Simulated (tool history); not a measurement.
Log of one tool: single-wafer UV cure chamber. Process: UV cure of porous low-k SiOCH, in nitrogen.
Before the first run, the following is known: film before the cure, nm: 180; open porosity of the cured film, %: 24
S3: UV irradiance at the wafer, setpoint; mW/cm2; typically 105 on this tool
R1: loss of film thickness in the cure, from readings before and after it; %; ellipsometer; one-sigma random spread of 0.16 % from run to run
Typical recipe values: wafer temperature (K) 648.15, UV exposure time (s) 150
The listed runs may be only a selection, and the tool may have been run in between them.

run 1 hour=0 | wafer_temperature_(K)=648.15 UV_exposure_time_(s)=130 S3=105 | R1=11.48
run 2 hour=25.6 | wafer_temperature_(K)=648.15 UV_exposure_time_(s)=150 S3=105 | R1=12.096
run 3 hour=53.4 | wafer_temperature_(K)=648.15 UV_exposure_time_(s)=150 S3=105 | R1=11.973
run 4 hour=83.8 | wafer_temperature_(K)=648.15 UV_exposure_time_(s)=180 S3=105 | R1=13.115
run 5 hour=101.5 | wafer_temperature_(K)=648.15 UV_exposure_time_(s)=150 S3=105 | R1=11.938
run 6 hour=125.7 | wafer_temperature_(K)=648.15 UV_exposure_time_(s)=150 S3=105 | R1=12.314
run 7 hour=158.4 | wafer_temperature_(K)=648.15 UV_exposure_time_(s)=150 S3=105 | R1=12.158
run 8 hour=177.5 | wafer_temperature_(K)=648.15 UV_exposure_time_(s)=150 S3=105 | R1=11.886
run 9 hour=202.2 | wafer_temperature_(K)=648.15 UV_exposure_time_(s)=150 S3=105 | R1=12.167
run 10 hour=269.8 | wafer_temperature_(K)=648.15 UV_exposure_time_(s)=150 S3=105 | R1=12.103
run 11 hour=299.1 | wafer_temperature_(K)=648.15 UV_exposure_time_(s)=180 S3=81 | R1=11.5
run 12 hour=322.7 | wafer_temperature_(K)=648.15 UV_exposure_time_(s)=180 S3=81 | R1=11.725
run 13 hour=344.9 | wafer_temperature_(K)=648.15 UV_exposure_time_(s)=180 S3=81 | R1=11.618
run 14 hour=375 | wafer_temperature_(K)=648.15 UV_exposure_time_(s)=150 S3=105 | R1=12.233
run 15 hour=410.7 | wafer_temperature_(K)=661.15 UV_exposure_time_(s)=225 S3=144 | R1=15.969
run 16 hour=437.7 | wafer_temperature_(K)=648.15 UV_exposure_time_(s)=110 S3=105 | R1=10.539
run 17 hour=470.9 | wafer_temperature_(K)=648.15 UV_exposure_time_(s)=150 S3=105 | R1=12.413
run 18 hour=492.4 | wafer_temperature_(K)=648.15 UV_exposure_time_(s)=150 S3=143 | R1=14.028
run 19 hour=507.8 | wafer_temperature_(K)=648.15 UV_exposure_time_(s)=150 S3=105 | R1=12.175
run 20 hour=524 | wafer_temperature_(K)=648.15 UV_exposure_time_(s)=150 S3=105 | R1=12.024
run 21 hour=548.1 | wafer_temperature_(K)=648.15 UV_exposure_time_(s)=115 S3=117 | R1=11.468
-- hour=584.8 quartz window cleaned
-- hour=591.2 UV bulbs replaced
run 22 hour=591.7 | wafer_temperature_(K)=655.15 UV_exposure_time_(s)=215 S3=116 | R1=14.948
run 23 hour=613.8 | wafer_temperature_(K)=653.15 UV_exposure_time_(s)=150 S3=88 | R1=11.473
run 24 hour=635.3 | wafer_temperature_(K)=637.15 UV_exposure_time_(s)=195 S3=105 | R1=13.181
run 25 hour=739.5 | wafer_temperature_(K)=648.15 UV_exposure_time_(s)=70 S3=86 | R1=7.501
run 26 hour=805.9 | wafer_temperature_(K)=634.15 UV_exposure_time_(s)=65 S3=81 | R1=6.75
run 27 hour=818.9 | wafer_temperature_(K)=658.15 UV_exposure_time_(s)=150 S3=105 | R1=12.475
run 28 hour=850.5 | wafer_temperature_(K)=648.15 UV_exposure_time_(s)=180 S3=81 | R1=11.662
run 29 hour=871.7 | wafer_temperature_(K)=648.15 UV_exposure_time_(s)=150 S3=105 | R1=12.119

Here are 3 independent what-if runs from the current tool condition. What would each one return?
run A hour=872.1 | wafer_temperature_(K)=648.15 UV_exposure_time_(s)=150 S3=124 | R1=?
run B hour=872.1 | wafer_temperature_(K)=655.15 UV_exposure_time_(s)=95 S3=123 | R1=?
run C hour=872.1 | wafer_temperature_(K)=648.15 UV_exposure_time_(s)=150 S3=120 | R1=?

run=A R1=12.674
run=B R1=10.523
run=C R1=12.509
What these runs would have given with no unlogged condition in the tool:
run=A R1=12.674
run=B R1=10.523
run=C R1=12.509

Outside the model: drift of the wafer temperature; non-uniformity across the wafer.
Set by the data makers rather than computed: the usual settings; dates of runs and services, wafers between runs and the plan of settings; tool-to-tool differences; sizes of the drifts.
